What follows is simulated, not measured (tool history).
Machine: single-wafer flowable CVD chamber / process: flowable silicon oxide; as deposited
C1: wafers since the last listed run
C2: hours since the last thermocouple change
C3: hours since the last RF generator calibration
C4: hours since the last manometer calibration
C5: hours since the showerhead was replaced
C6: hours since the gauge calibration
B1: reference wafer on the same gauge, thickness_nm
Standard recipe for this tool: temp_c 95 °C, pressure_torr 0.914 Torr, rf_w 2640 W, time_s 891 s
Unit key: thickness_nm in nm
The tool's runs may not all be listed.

run 1 hour=0 | temp_c=85 pressure_torr=0.866 rf_w=2640 time_s=891 | C1=0 C2=1951.1 C3=2686.8 C4=1347.9 C5=4092.2 C6=107.1 | B1=821.759 | thickness_nm=1331.961
run 2 hour=15.1 | temp_c=87 pressure_torr=0.914 rf_w=2640 time_s=891 | C1=27 C2=1966.2 C3=2701.9 C4=1363 C5=4107.3 C6=122.2 | B1=819.689 | thickness_nm=1311.984
run 3 hour=23 | temp_c=87 pressure_torr=0.914 rf_w=2640 time_s=891 | C1=14 C2=1974.1 C3=2709.8 C4=1370.9 C5=4115.2 C6=130.1 | B1=821.416 | thickness_nm=1324.347
run 4 hour=39.9 | temp_c=87 pressure_torr=0.914 rf_w=2640 time_s=891 | C1=30 C2=1991 C3=2726.7 C4=1387.8 C5=4132.1 C6=147 | B1=820.454 | thickness_nm=1324.178
run 5 hour=49.2 | temp_c=91 pressure_torr=1 rf_w=2640 time_s=891 | C1=16 C2=2000.3 C3=2736 C4=1397.1 C5=4141.4 C6=156.3 | B1=820.24 | thickness_nm=1283.983
run 6 hour=96.4 | temp_c=91 pressure_torr=1 rf_w=2640 time_s=891 | C1=85 C2=2047.5 C3=2783.2 C4=1444.3 C5=4188.6 C6=203.5 | B1=819.722 | thickness_nm=1271.116
run 7 hour=111.5 | temp_c=91 pressure_torr=1 rf_w=2640 time_s=891 | C1=27 C2=2062.6 C3=2798.3 C4=1459.4 C5=4203.7 C6=218.6 | B1=822.688 | thickness_nm=1280.221
-- hour=127.9 RF generator calibrated
run 8 hour=128.4 | temp_c=95 pressure_torr=0.914 rf_w=2640 time_s=891 | C1=16 C2=2079.5 C3=0.5 C4=1476.3 C5=4220.6 C6=235.5 | B1=821.78 | thickness_nm=1035.375
-- hour=128.7 gauge calibrated
-- hour=140.4 thermocouple changed; heater temperature recalibrated
run 9 hour=140.9 | temp_c=95 pressure_torr=0.914 rf_w=2640 time_s=891 | C1=8 C2=0.5 C3=13 C4=1488.8 C5=4233.1 C6=12.2 | B1=822.034 | thickness_nm=855.457
run 10 hour=143.4 | temp_c=95 pressure_torr=0.914 rf_w=2640 time_s=891 | C1=4 C2=3 C3=15.5 C4=1491.3 C5=4235.6 C6=14.7 | B1=820.723 | thickness_nm=854.118
-- hour=156 showerhead replaced
run 11 hour=156.5 | temp_c=95 pressure_torr=0.914 rf_w=2640 time_s=891 | C1=9 C2=16.1 C3=28.6 C4=1504.4 C5=0.5 C6=27.8 | B1=820.506 | thickness_nm=848.689
run 12 hour=161 | temp_c=85 pressure_torr=0.866 rf_w=2640 time_s=891 | C1=8 C2=20.6 C3=33.1 C4=1508.9 C5=5 C6=32.3 | B1=822.023 | thickness_nm=1118.995
run 13 hour=168.4 | temp_c=95 pressure_torr=0.914 rf_w=2640 time_s=891 | C1=13 C2=28 C3=40.5 C4=1516.3 C5=12.4 C6=39.7 | B1=820.959 | thickness_nm=852.653
run 14 hour=181.8 | temp_c=86 pressure_torr=0.77 rf_w=2165 time_s=949 | C1=24 C2=41.4 C3=53.9 C4=1529.7 C5=25.8 C6=53.1 | B1=820.87 | thickness_nm=994.203
run 15 hour=195.1 | temp_c=90 pressure_torr=0.914 rf_w=2640 time_s=891 | C1=24 C2=54.7 C3=67.2 C4=1543 C5=39.1 C6=66.4 | B1=819.799 | thickness_nm=1010.651
-- hour=246.7 capacitance manometer re-zeroed and calibrated
run 16 hour=247.2 | temp_c=83 pressure_torr=0.843 rf_w=2310 time_s=891 | C1=79 C2=106.8 C3=119.3 C4=0.5 C5=91.2 C6=118.5 | B1=822.228 | thickness_nm=1138.178
run 17 hour=255.8 | temp_c=100 pressure_torr=0.914 rf_w=2640 time_s=891 | C1=15 C2=115.4 C3=127.9 C4=9.1 C5=99.8 C6=127.1 | B1=821.618 | thickness_nm=723.511
run 18 hour=266 | temp_c=95 pressure_torr=0.914 rf_w=2850 time_s=972 | C1=18 C2=125.6 C3=138.1 C4=19.3 C5=110 C6=137.3 | B1=820.627 | thickness_nm=940.959
run 19 hour=282.3 | temp_c=100 pressure_torr=0.692 rf_w=2640 time_s=891 | C1=29 C2=141.9 C3=154.4 C4=35.6 C5=126.3 C6=153.6 | B1=818.937 | thickness_nm=546.008
run 20 hour=300.1 | temp_c=105 pressure_torr=0.914 rf_w=2640 time_s=891 | C1=32 C2=159.7 C3=172.2 C4=53.4 C5=144.1 C6=171.4 | B1=822.219 | thickness_nm=608.594
run 21 hour=313.3 | temp_c=95 pressure_torr=0.914 rf_w=2640 time_s=891 | C1=23 C2=172.9 C3=185.4 C4=66.6 C5=157.3 C6=184.6 | B1=821.31 | thickness_nm=860.27

Here are 3 independent what-if runs from the current tool condition. What would each one return?
run A hour=313.9 | temp_c=95 pressure_torr=0.914 rf_w=2640 time_s=891 | C1=1 C2=173.5 C3=186 C4=67.2 C5=157.9 C6=185.2 | B1=? | thickness_nm=?
run B hour=313.9 | temp_c=95 pressure_torr=0.723 rf_w=2640 time_s=891 | C1=1 C2=173.5 C3=186 C4=67.2 C5=157.9 C6=185.2 | B1=? | thickness_nm=?
run C hour=313.9 | temp_c=95 pressure_torr=1.092 rf_w=2495 time_s=891 | C1=1 C2=173.5 C3=186 C4=67.2 C5=157.9 C6=185.2 | B1=? | thickness_nm=?

run=A B1=821.884 thickness_nm=864.898
run=B B1=821.884 thickness_nm=680.012
run=C B1=821.884 thickness_nm=1025.716
Take away the tool's hidden state, keep each run's random variation, and the runs would have read:
run=A thickness_nm=858.011
run=B thickness_nm=674.598
run=C thickness_nm=1017.549

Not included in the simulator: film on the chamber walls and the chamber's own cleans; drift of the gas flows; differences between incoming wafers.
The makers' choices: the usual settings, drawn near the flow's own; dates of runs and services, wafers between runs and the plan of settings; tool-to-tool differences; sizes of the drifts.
